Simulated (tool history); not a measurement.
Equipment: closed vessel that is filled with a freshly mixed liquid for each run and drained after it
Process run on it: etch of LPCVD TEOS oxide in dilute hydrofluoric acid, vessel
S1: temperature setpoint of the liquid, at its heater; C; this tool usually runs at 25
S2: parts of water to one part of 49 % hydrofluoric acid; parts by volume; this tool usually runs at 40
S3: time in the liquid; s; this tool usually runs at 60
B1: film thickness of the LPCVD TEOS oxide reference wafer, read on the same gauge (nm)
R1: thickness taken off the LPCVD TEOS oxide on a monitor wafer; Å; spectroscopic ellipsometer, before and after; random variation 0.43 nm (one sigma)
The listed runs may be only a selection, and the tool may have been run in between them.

run	hour	S1	S2	S3	B1	R1
1	0	25	40	60	149.99	402.3
2	14.9	25	40	60	150	412.4
3	34.5	24	40	60	150	388.7
4	65.6	24	40	60	149.99	394.4
5	93.4	25	40	60	150.07	404.5
6	110.6	25	40	60	149.97	407.1
7	127.7	25	45	40	150.02	239
8	153.9	25	45	40	150.03	234
9	175	25	40	85	149.99	573.4
10	189.8	25	40	85	150.03	569.1
11	220.4	25	50	60	149.94	311.5
12	238.2	25	40	60	149.93	398.1
13	268.1	25	40	60	150.01	396.7
14	291.4	27	40	60	149.97	433.5
# hour 298.2: hydrofluoric acid flow meter replaced
15	312.3	27	40	60	150.02	486.9
16	334.4	27	40	60	149.98	490.7

What does the tool deliver on the next run?
# hour 364: gauge calibrated
17	373.3	20.5	30	35	?	?

{"run 17": {"B1": 149.96, "R1": 298.2}}
With the hidden condition absent and the run-to-run variation left alone, this run would have shown R1 304.1 Å.
